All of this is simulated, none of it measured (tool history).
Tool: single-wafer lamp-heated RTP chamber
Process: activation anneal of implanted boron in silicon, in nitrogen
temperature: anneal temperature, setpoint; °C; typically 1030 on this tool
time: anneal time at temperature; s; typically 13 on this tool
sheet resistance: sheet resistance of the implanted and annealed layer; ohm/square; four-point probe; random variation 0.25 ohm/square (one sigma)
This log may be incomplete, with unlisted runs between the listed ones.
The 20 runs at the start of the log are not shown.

run   hour  temperature  time  read-back reference wafer on the same gauge, sheet resistance  sheet resistance
     501.0  -- pyrometer window cleaned and pyrometer calibrated
 21  518.6         1057    15                                                         174.04            163.48
 22  535.3         1021    10                                                         174.00            166.33
 23  556.7         1052    13                                                         174.01            163.62
 24  583.7         1017    10                                                         173.97            166.54
 25  599.7         1052    10                                                         173.99            164.36
 26  626.0         1030    13                                                         174.01            165.07
 27  656.8         1044    11                                                         173.97            164.62
     657.4  -- gauge calibrated
 28  679.1         1003     7                                                         173.98            168.92
 29  695.5         1030    13                                                         174.02            165.21
 30  713.4         1020     8                                                         174.02            166.56
 31  741.3         1008     8                                                         174.00            167.56
 32  771.7         1044    17                                                         173.99            163.40
 33  803.9         1030    13                                                         174.02            165.00
 34  817.3         1047    11                                                         174.00            164.19
 35  837.2         1038    20                                                         173.94            163.04
 36  871.1         1030    13                                                         174.01            164.67
 37  896.9         1039    10                                                         174.00            165.06
 38  914.3         1046    18                                                         174.03            162.68

3 ways to go on from here, each from the tool as it stands after run 38. What would each give?
  A  914.7         1057    13                                                              ?                 ?
  B  914.7         1018    13                                                              ?                 ?
  C  914.7         1045    11                                                              ?                 ?

run  read-back reference wafer on the same gauge, sheet resistance  sheet resistance
  A                                                         173.97            163.40
  B                                                         173.97            165.85
  C                                                         173.97            164.51
Take away the tool's hidden state, keep each run's random variation, and the runs would have read:
run  sheet resistance
  A            164.02
  B            166.84
  C            165.11

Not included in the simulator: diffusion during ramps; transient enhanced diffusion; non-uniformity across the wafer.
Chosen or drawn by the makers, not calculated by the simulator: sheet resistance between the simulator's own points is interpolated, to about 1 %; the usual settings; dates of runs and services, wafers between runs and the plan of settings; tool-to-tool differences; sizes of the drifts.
